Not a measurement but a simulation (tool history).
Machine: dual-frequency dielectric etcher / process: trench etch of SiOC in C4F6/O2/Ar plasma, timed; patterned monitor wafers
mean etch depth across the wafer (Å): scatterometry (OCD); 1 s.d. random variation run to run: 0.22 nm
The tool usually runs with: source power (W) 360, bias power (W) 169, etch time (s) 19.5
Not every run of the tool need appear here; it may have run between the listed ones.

run   hour  source power (W)  bias power (W)  etch time (s)  read-back reference wafer on the same gauge, depth_nm  mean etch depth across the wafer (Å)
  1    0.0               360             169           19.5                                                  32.67                                 406.4
  2   17.1               360             169           19.5                                                  32.69                                 408.3
  3   27.6               360             169           19.5                                                  32.66                                 406.8
  4   41.8               360             169           19.5                                                  32.71                                 408.6
  5   50.9               360             151           19.5                                                  32.69                                 387.8
  6  111.4               360             151           19.5                                                  32.69                                 386.6
  7  111.7               360             151           19.5                                                  32.73                                 391.2
  8  126.0               360             169           19.5                                                  32.68                                 406.5
  9  141.1               360             169           19.5                                                  32.73                                 409.1
 10  155.7               360             169           19.5                                                  32.68                                 405.5
 11  193.4               360             169           24.0                                                  32.70                                 500.7
 12  193.8               360             197           19.5                                                  32.72                                 428.3
 13  200.6               320             169           19.5                                                  32.70                                 388.2
 14  236.8               410             195           15.0                                                  32.70                                 345.8
 15  243.9               360             169           19.5                                                  32.72                                 409.1
 16  259.1               440             137           23.0                                                  32.72                                 470.9
 17  273.2               320             169           19.5                                                  32.65                                 392.3
 18  281.1               360             203           14.0                                                  32.69                                 313.8
 19  297.0               420             169           19.5                                                  32.67                                 426.4
 20  314.4               330             203           19.5                                                  32.70                                 421.6
 21  327.1               360             169           19.5                                                  32.69                                 406.1
 22  339.3               360             169           17.0                                                  32.73                                 357.5

Between the runs listed above, the log contained 6 entries, not reproduced here. Where in the sequence does each belong, and how does what the log doesn't record of the tool's condition differ from the listed run before to the listed run after?
In the gap between runs 3 and 4: gauge calibrated (hour 33.2)
  no difference in the tool's unlogged condition between these two runs
In the gap between runs 5 and 6: wet clean of the chamber (hour 110.9)
  no difference in the tool's unlogged condition between these two runs
In the gap between runs 10 and 11: bias power generator calibrated (hour 162.5); upper electrode replaced (hour 192.9)
  no difference in the tool's unlogged condition between these two runs
In the gap between runs 12 and 13: gauge calibrated (hour 195.2)
  no difference in the tool's unlogged condition between these two runs
In the gap between runs 13 and 14: source power generator calibrated (hour 225.1)
  no difference in the tool's unlogged condition between these two runs
